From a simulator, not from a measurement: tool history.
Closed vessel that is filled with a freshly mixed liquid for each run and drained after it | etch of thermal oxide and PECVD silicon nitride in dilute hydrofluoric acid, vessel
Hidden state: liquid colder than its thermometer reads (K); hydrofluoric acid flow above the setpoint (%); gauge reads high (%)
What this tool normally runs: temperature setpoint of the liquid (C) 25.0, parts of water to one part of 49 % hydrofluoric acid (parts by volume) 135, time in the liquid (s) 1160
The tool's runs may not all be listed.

run,day,temperature setpoint of the liquid (C),parts of water to one part of 49 % hydrofluoric acid (parts by volume),time in the liquid (s),wafers since the last listed run,hours since the thermometer was replaced,hours since the hydrofluoric acid flow meter was replaced,hours since the gauge calibration,"read-back film thickness of the thermal oxide reference wafer, read on the same gauge (nm)","read-back film thickness of the PECVD silicon nitride reference wafer, read on the same gauge (nm)",thickness taken off the thermal oxide on a monitor wafer (angstrom),thickness taken off the PECVD silicon nitride on a monitor wafer (angstrom)
1,0.000,25.0,135,1160,0,1163.6,423.7,2428.5,79.98,90.01,351.1,182.4
2,3.604,25.0,135,970,4512,1250.1,510.2,2515.0,80.04,89.99,294.3,151.4
3,6.683,25.0,135,970,3855,1324.0,584.1,2588.9,79.98,90.01,290.1,150.0
4,8.817,25.0,120,1160,2670,1375.2,635.3,2640.1,79.98,90.00,399.6,203.3
5,10.742,25.0,120,1160,2410,1421.4,681.5,2686.3,79.97,90.02,400.3,201.5
6,12.271,25.0,120,1160,1914,1458.1,718.2,2723.0,80.01,89.96,398.3,200.9
7,15.254,25.0,135,1160,3735,1529.7,789.8,2794.6,80.00,90.02,346.3,176.7
8,17.692,25.0,165,1670,3051,1588.2,848.3,2853.1,79.99,90.01,391.7,208.4
# day 22.450: gauge calibrated
9,25.217,25.0,70,720,9421,1768.8,1028.9,66.4,80.00,90.03,442.4,205.4
10,27.871,25.0,200,1160,3322,1832.5,1092.6,130.1,80.01,90.01,214.6,117.3
11,31.754,25.0,135,675,4861,1925.7,1185.8,223.3,80.01,90.02,197.5,100.5
# day 33.262: hydrofluoric acid flow meter replaced
12,33.754,29.0,135,1160,2451,1973.7,11.8,271.3,80.02,89.99,397.6,221.9

Run 13 is up next; what results do you expect?
# day 35.788: thermometer replaced
13,35.992,28.5,195,1725,2749,4.9,65.5,325.0,?,?,?,?

read-back film thickness of the thermal oxide reference wafer, read on the same gauge (nm): 80.04
read-back film thickness of the PECVD silicon nitride reference wafer, read on the same gauge (nm): 89.97
thickness taken off the thermal oxide on a monitor wafer (angstrom): 405.3
thickness taken off the PECVD silicon nitride on a monitor wafer (angstrom): 254.4
With no hidden state in the tool, this same run would have given thickness taken off the thermal oxide on a monitor wafer (angstrom) 408.4, thickness taken off the PECVD silicon nitride on a monitor wafer (angstrom) 257.9.
